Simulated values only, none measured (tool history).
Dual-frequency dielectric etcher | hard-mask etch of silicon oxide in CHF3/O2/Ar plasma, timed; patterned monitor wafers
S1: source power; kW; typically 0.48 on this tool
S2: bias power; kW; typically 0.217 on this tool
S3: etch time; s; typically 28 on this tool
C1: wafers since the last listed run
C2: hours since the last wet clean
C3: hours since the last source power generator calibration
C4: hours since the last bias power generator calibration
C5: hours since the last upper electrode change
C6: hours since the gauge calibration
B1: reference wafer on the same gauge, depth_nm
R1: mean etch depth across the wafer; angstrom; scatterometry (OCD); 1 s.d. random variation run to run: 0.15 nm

{"run": 1, "hour": 0.0, "S1": 0.48, "S2": 0.217, "S3": 28, "C1": 0, "C2": 88.9, "C3": 4476.3, "C4": 3085.6, "C5": 3895.2, "C6": 2156.6, "B1": 56.4, "R1": 531}
{"run": 2, "hour": 44.9, "S1": 0.48, "S2": 0.217, "S3": 28, "C1": 567, "C2": 133.8, "C3": 4521.2, "C4": 3130.5, "C5": 3940.1, "C6": 2201.5, "B1": 56.4, "R1": 532}
{"run": 3, "hour": 122.8, "S1": 0.48, "S2": 0.217, "S3": 28, "C1": 985, "C2": 211.7, "C3": 4599.1, "C4": 3208.4, "C5": 4018, "C6": 2279.4, "B1": 56.4, "R1": 529}
{"hour": 136.2, "done": "gauge calibrated"}
{"run": 4, "hour": 170.5, "S1": 0.44, "S2": 0.217, "S3": 28, "C1": 603, "C2": 259.4, "C3": 4646.8, "C4": 3256.1, "C5": 4065.7, "C6": 34.3, "B1": 56.4, "R1": 524}
{"hour": 203.2, "done": "upper electrode replaced"}
{"run": 5, "hour": 238.2, "S1": 0.44, "S2": 0.217, "S3": 28, "C1": 552, "C2": 327.1, "C3": 4714.5, "C4": 3323.8, "C5": 35, "C6": 102, "B1": 56.4, "R1": 525}
{"run": 6, "hour": 279.3, "S1": 0.48, "S2": 0.217, "S3": 28, "C1": 519, "C2": 368.2, "C3": 4755.6, "C4": 3364.9, "C5": 76.1, "C6": 143.1, "B1": 56.4, "R1": 532}
{"run": 7, "hour": 311.4, "S1": 0.48, "S2": 0.217, "S3": 28, "C1": 406, "C2": 400.3, "C3": 4787.7, "C4": 3397, "C5": 108.2, "C6": 175.2, "B1": 56.4, "R1": 530}
{"hour": 355.2, "done": "wet clean of the chamber"}
{"hour": 370.9, "done": "source power generator calibrated"}
{"run": 8, "hour": 517.4, "S1": 0.52, "S2": 0.243, "S3": 25, "C1": 2251, "C2": 162.2, "C3": 146.5, "C4": 3603, "C5": 314.2, "C6": 381.2, "B1": 56.4, "R1": 502}
{"run": 9, "hour": 577.0, "S1": 0.37, "S2": 0.217, "S3": 21, "C1": 753, "C2": 221.8, "C3": 206.1, "C4": 3662.6, "C5": 373.8, "C6": 440.8, "B1": 56.4, "R1": 380}
{"run": 10, "hour": 619.7, "S1": 0.43, "S2": 0.241, "S3": 28, "C1": 540, "C2": 264.5, "C3": 248.8, "C4": 3705.3, "C5": 416.5, "C6": 483.5, "B1": 56.4, "R1": 543}
{"hour": 644.5, "done": "bias power generator calibrated"}
{"run": 11, "hour": 664.7, "S1": 0.48, "S2": 0.217, "S3": 28, "C1": 518, "C2": 309.5, "C3": 293.8, "C4": 20.2, "C5": 461.5, "C6": 528.5, "B1": 56.4, "R1": 531}
{"run": 12, "hour": 715.0, "S1": 0.41, "S2": 0.217, "S3": 32.5, "C1": 636, "C2": 359.8, "C3": 344.1, "C4": 70.5, "C5": 511.8, "C6": 578.8, "B1": 56.4, "R1": 598}
{"run": 13, "hour": 764.2, "S1": 0.48, "S2": 0.217, "S3": 28, "C1": 622, "C2": 409, "C3": 393.3, "C4": 119.7, "C5": 561, "C6": 628, "B1": 56.4, "R1": 532}
{"hour": 823.7, "done": "wet clean of the chamber"}
{"run": 14, "hour": 824.2, "S1": 0.48, "S2": 0.217, "S3": 28, "C1": 455, "C2": 0.5, "C3": 453.3, "C4": 179.7, "C5": 621, "C6": 688, "B1": 56.4, "R1": 532}
{"run": 15, "hour": 855.2, "S1": 0.48, "S2": 0.217, "S3": 28, "C1": 392, "C2": 31.5, "C3": 484.3, "C4": 210.7, "C5": 652, "C6": 719, "B1": 56.4, "R1": 530}
{"run": 16, "hour": 918.4, "S1": 0.48, "S2": 0.217, "S3": 28, "C1": 799, "C2": 94.7, "C3": 547.5, "C4": 273.9, "C5": 715.2, "C6": 782.2, "B1": 56.4, "R1": 532}
{"run": 17, "hour": 979.9, "S1": 0.48, "S2": 0.166, "S3": 33, "C1": 777, "C2": 156.2, "C3": 609, "C4": 335.4, "C5": 776.7, "C6": 843.7, "B1": 56.4, "R1": 573}
{"run": 18, "hour": 1034.6, "S1": 0.48, "S2": 0.217, "S3": 36.5, "C1": 691, "C2": 210.9, "C3": 663.7, "C4": 390.1, "C5": 831.4, "C6": 898.4, "B1": 56.4, "R1": 693}
{"run": 19, "hour": 1075.2, "S1": 0.48, "S2": 0.217, "S3": 28, "C1": 513, "C2": 251.5, "C3": 704.3, "C4": 430.7, "C5": 872, "C6": 939, "B1": 56.3, "R1": 531}
{"run": 20, "hour": 1139.0, "S1": 0.48, "S2": 0.217, "S3": 28, "C1": 807, "C2": 315.3, "C3": 768.1, "C4": 494.5, "C5": 935.8, "C6": 1002.8, "B1": 56.4, "R1": 531}

Estimate the outcome of run 21 from the log above:
{"run": 21, "hour": 1179.6, "S1": 0.44, "S2": 0.271, "S3": 20, "C1": 513, "C2": 355.9, "C3": 808.7, "C4": 535.1, "C5": 976.4, "C6": 1043.4, "B1": "?", "R1": "?"}

B1: 56.4
R1: 403 angstrom
Take away the tool's hidden state, keep the run-to-run variation as it was, and the same run would have given R1 403 angstrom.
